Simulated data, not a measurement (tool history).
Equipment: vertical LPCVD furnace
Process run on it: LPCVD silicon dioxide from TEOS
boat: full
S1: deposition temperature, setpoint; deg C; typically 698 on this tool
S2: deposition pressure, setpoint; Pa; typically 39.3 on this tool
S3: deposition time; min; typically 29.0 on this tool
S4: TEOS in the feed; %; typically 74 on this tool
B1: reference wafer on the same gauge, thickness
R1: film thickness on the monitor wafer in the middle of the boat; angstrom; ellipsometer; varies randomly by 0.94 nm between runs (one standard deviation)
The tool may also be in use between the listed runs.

Run 1, day 0.000: usual settings but S1 695 deg C, S4 80 %; B1 229.90. Result: R1 2031.4 angstrom.
Run 2, day 1.458: usual settings but S1 695 deg C, S4 80 %; B1 229.48. Result: R1 2023.4 angstrom.
Run 3, day 4.338: usual settings but S1 695 deg C, S4 80 %; B1 229.66. Result: R1 2045.6 angstrom.
At day 5.850: gauge calibrated.
Run 4, day 7.108: usual settings; B1 229.73. Result: R1 2126.9 angstrom.
Run 5, day 9.038: usual settings; B1 229.96. Result: R1 2121.4 angstrom.
Run 6, day 10.808: usual settings; B1 230.29. Result: R1 2124.6 angstrom.
Run 7, day 12.517: usual settings; B1 230.11. Result: R1 2120.1 angstrom.
Run 8, day 14.096: usual settings but S1 689 deg C; B1 230.06. Result: R1 1707.4 angstrom.
Run 9, day 15.162: usual settings but S1 691 deg C, S4 87 %; B1 229.81. Result: R1 1942.0 angstrom.
Run 10, day 17.946: usual settings but S4 70 %; B1 230.25. Result: R1 2047.9 angstrom.
Run 11, day 19.892: usual settings but S1 689 deg C; B1 230.33. Result: R1 1718.7 angstrom.
Run 12, day 21.792: usual settings but S1 691 deg C, S4 87 %; B1 230.04. Result: R1 1962.3 angstrom.
At day 26.712: thermocouples replaced and temperature profile calibrated, repeated, since the last time left the tool worse.
Run 13, day 29.471: usual settings; B1 230.53. Result: R1 1965.3 angstrom.
Run 14, day 32.012: usual settings but S1 702 deg C, S2 47.3 Pa, S3 34.0 min, S4 84 %; B1 230.30. Result: R1 2955.3 angstrom.
Run 15, day 34.104: usual settings but S1 704 deg C, S2 43.3 Pa, S3 19.0 min, S4 67 %; B1 229.40. Result: R1 1483.4 angstrom.
Run 16, day 36.129: usual settings but S1 709 deg C, S2 42.7 Pa, S3 21.5 min; B1 229.91. Result: R1 1962.2 angstrom.
Run 17, day 39.050: usual settings but S2 33.3 Pa, S4 89 %; B1 229.84. Result: R1 1988.8 angstrom.
At day 41.575: pressure gauge zeroed.
Run 18, day 43.012: usual settings but S2 47.3 Pa, S3 33.5 min; B1 229.90. Result: R1 2492.7 angstrom.
Run 19, day 44.912: usual settings but S1 704 deg C, S3 36.0 min; B1 230.29. Result: R1 2820.9 angstrom.

Predict the results of run 20:
Run 20, day 46.983: usual settings; B1 ?. Result: R1 ?.

Run 20 measured B1 229.36, R1 1986.7 angstrom.
With the hidden condition absent and the run-to-run variation left alone, this run would have shown R1 1968.2 angstrom.
